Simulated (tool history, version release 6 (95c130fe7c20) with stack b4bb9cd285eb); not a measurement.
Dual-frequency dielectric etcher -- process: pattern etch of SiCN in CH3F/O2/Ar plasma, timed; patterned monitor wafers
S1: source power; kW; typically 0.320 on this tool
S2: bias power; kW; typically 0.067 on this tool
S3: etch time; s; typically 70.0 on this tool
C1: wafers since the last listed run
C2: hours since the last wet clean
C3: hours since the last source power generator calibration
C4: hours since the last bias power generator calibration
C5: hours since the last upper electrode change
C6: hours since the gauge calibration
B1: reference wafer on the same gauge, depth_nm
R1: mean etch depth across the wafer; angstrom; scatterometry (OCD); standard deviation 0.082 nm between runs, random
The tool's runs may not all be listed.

Run 1, hour 0.0: usual settings; C1 0; C2 253.3; C3 2071.2; C4 3179.3; C5 4785.9; C6 606.4; B1 22.99. Result: R1 260.0 angstrom.
Run 2, hour 45.0: usual settings; C1 649; C2 298.3; C3 2116.2; C4 3224.3; C5 4830.9; C6 651.4; B1 23.01. Result: R1 258.8 angstrom.
Run 3, hour 79.4: usual settings; C1 496; C2 332.7; C3 2150.6; C4 3258.7; C5 4865.3; C6 685.8; B1 23.01. Result: R1 259.5 angstrom.
Run 4, hour 126.8: usual settings; C1 684; C2 380.1; C3 2198.0; C4 3306.1; C5 4912.7; C6 733.2; B1 22.99. Result: R1 258.7 angstrom.
Run 5, hour 173.3: usual settings but S3 80.0 s; C1 671; C2 426.6; C3 2244.5; C4 3352.6; C5 4959.2; C6 779.7; B1 23.00. Result: R1 293.8 angstrom.
Run 6, hour 232.9: usual settings but S3 80.0 s; C1 860; C2 486.2; C3 2304.1; C4 3412.2; C5 5018.8; C6 839.3; B1 23.00. Result: R1 293.2 angstrom.
Run 7, hour 271.8: usual settings but S3 80.0 s; C1 561; C2 525.1; C3 2343.0; C4 3451.1; C5 5057.7; C6 878.2; B1 23.01. Result: R1 292.9 angstrom.
At hour 316.4: wet clean of the chamber.
At hour 334.0: upper electrode replaced, of another model than before.
Run 8, hour 334.5: usual settings but S1 0.340 kW; C1 304; C2 18.1; C3 2405.7; C4 3513.8; C5 0.5; C6 940.9; B1 23.02. Result: R1 273.6 angstrom.
Run 9, hour 423.2: usual settings but S1 0.340 kW; C1 1280; C2 106.8; C3 2494.4; C4 3602.5; C5 89.2; C6 1029.6; B1 23.00. Result: R1 271.1 angstrom.
Run 10, hour 491.1: usual settings but S1 0.340 kW; C1 979; C2 174.7; C3 2562.3; C4 3670.4; C5 157.1; C6 1097.5; B1 22.98. Result: R1 272.3 angstrom.
Run 11, hour 547.7: usual settings; C1 816; C2 231.3; C3 2618.9; C4 3727.0; C5 213.7; C6 1154.1; B1 22.99. Result: R1 260.1 angstrom.
Run 12, hour 615.8: usual settings; C1 982; C2 299.4; C3 2687.0; C4 3795.1; C5 281.8; C6 1222.2; B1 23.00. Result: R1 258.4 angstrom.
Run 13, hour 678.8: usual settings but S1 0.300 kW, S2 0.061 kW, S3 58.0 s; C1 909; C2 362.4; C3 2750.0; C4 3858.1; C5 344.8; C6 1285.2; B1 23.01. Result: R1 202.5 angstrom.
Run 14, hour 707.8: usual settings but S1 0.300 kW, S2 0.061 kW, S3 58.0 s; C1 418; C2 391.4; C3 2779.0; C4 3887.1; C5 373.8; C6 1314.2; B1 23.00. Result: R1 200.5 angstrom.
At hour 716.7: source power generator calibrated.
Run 15, hour 773.2: usual settings but S2 0.082 kW, S3 56.0 s; C1 886; C2 456.8; C3 56.5; C4 3952.5; C5 439.2; C6 1379.6; B1 22.98. Result: R1 213.7 angstrom.
At hour 809.1: bias power generator calibrated.
At hour 818.0: wet clean of the chamber.
At hour 828.6: gauge calibrated.
Run 16, hour 838.8: usual settings but S1 0.360 kW; C1 760; C2 20.8; C3 122.1; C4 29.7; C5 504.8; C6 10.2; B1 23.00. Result: R1 282.1 angstrom.
Run 17, hour 900.1: usual settings but S1 0.340 kW; C1 884; C2 82.1; C3 183.4; C4 91.0; C5 566.1; C6 71.5; B1 23.00. Result: R1 272.9 angstrom.
Run 18, hour 942.7: usual settings but S2 0.058 kW; C1 614; C2 124.7; C3 226.0; C4 133.6; C5 608.7; C6 114.1; B1 22.97. Result: R1 254.3 angstrom.
Run 19, hour 983.4: usual settings but S2 0.082 kW, S3 55.5 s; C1 587; C2 165.4; C3 266.7; C4 174.3; C5 649.4; C6 154.8; B1 23.01. Result: R1 214.2 angstrom.
Run 20, hour 1008.2: usual settings but S1 0.360 kW, S2 0.053 kW; C1 357; C2 190.2; C3 291.5; C4 199.1; C5 674.2; C6 179.6; B1 22.98. Result: R1 270.1 angstrom.
Run 21, hour 1063.9: usual settings but S1 0.300 kW, S2 0.078 kW, S3 59.5 s; C1 803; C2 245.9; C3 347.2; C4 254.8; C5 729.9; C6 235.3; B1 23.03. Result: R1 217.2 angstrom.
Run 22, hour 1098.4: usual settings but S1 0.300 kW, S3 60.5 s; C1 497; C2 280.4; C3 381.7; C4 289.3; C5 764.4; C6 269.8; B1 23.02. Result: R1 214.6 angstrom.
Run 23, hour 1127.3: usual settings but S1 0.280 kW, S2 0.073 kW, S3 85.5 s; C1 417; C2 309.3; C3 410.6; C4 318.2; C5 793.3; C6 298.7; B1 22.99. Result: R1 296.1 angstrom.
Run 24, hour 1193.9: usual settings; C1 961; C2 375.9; C3 477.2; C4 384.8; C5 859.9; C6 365.3; B1 22.99. Result: R1 258.8 angstrom.
Run 25, hour 1243.6: usual settings but S1 0.350 kW; C1 717; C2 425.6; C3 526.9; C4 434.5; C5 909.6; C6 415.0; B1 22.99. Result: R1 271.2 angstrom.
At hour 1297.5: wet clean of the chamber.
Run 26, hour 1298.0: usual settings but S2 0.054 kW, S3 90.0 s; C1 438; C2 0.5; C3 581.3; C4 488.9; C5 964.0; C6 469.4; B1 23.00. Result: R1 324.4 angstrom.
Run 27, hour 1304.1: usual settings; C1 88; C2 6.6; C3 587.4; C4 495.0; C5 970.1; C6 475.5; B1 23.00. Result: R1 262.7 angstrom.
Run 28, hour 1387.7: usual settings but S1 0.370 kW, S3 50.5 s; C1 1206; C2 90.2; C3 671.0; C4 578.6; C5 1053.7; C6 559.1; B1 22.98. Result: R1 205.9 angstrom.
Run 29, hour 1441.1: usual settings; C1 770; C2 143.6; C3 724.4; C4 632.0; C5 1107.1; C6 612.5; B1 22.98. Result: R1 259.8 angstrom.
Run 30, hour 1467.1: usual settings but S1 0.290 kW, S2 0.080 kW; C1 375; C2 169.6; C3 750.4; C4 658.0; C5 1133.1; C6 638.5; B1 23.02. Result: R1 251.5 angstrom.

Measured result minus the same run's result without the hidden state. Both carry the same run-to-run variation, though not necessarily the same gauge scatter:
Hidden state at play: etch rate over this chamber's usual, %; source power that arrives over what is set, %; bias power that arrives over what is set, %; gauge reads high (%).
run    R1
  1  -2.2
  2  -2.8
  3  -3.1
  4  -3.7
  5  -4.9
  6  -5.7
  7  -6.2
  8  -0.1
  9  -1.2
 10  -2.0
 11  -2.7
 12  -3.4
 13  -3.3
 14  -3.5
 15  -4.4
 16  -0.2
 17  -1.0
 18  -1.4
 19  -1.6
 20  -2.3
 21  -2.5
 22  -2.8
 23  -4.2
 24  -4.5
 25  -5.3
 26  +0.0
 27  -0.2
 28  -0.8
 29  -1.8
 30  -2.0
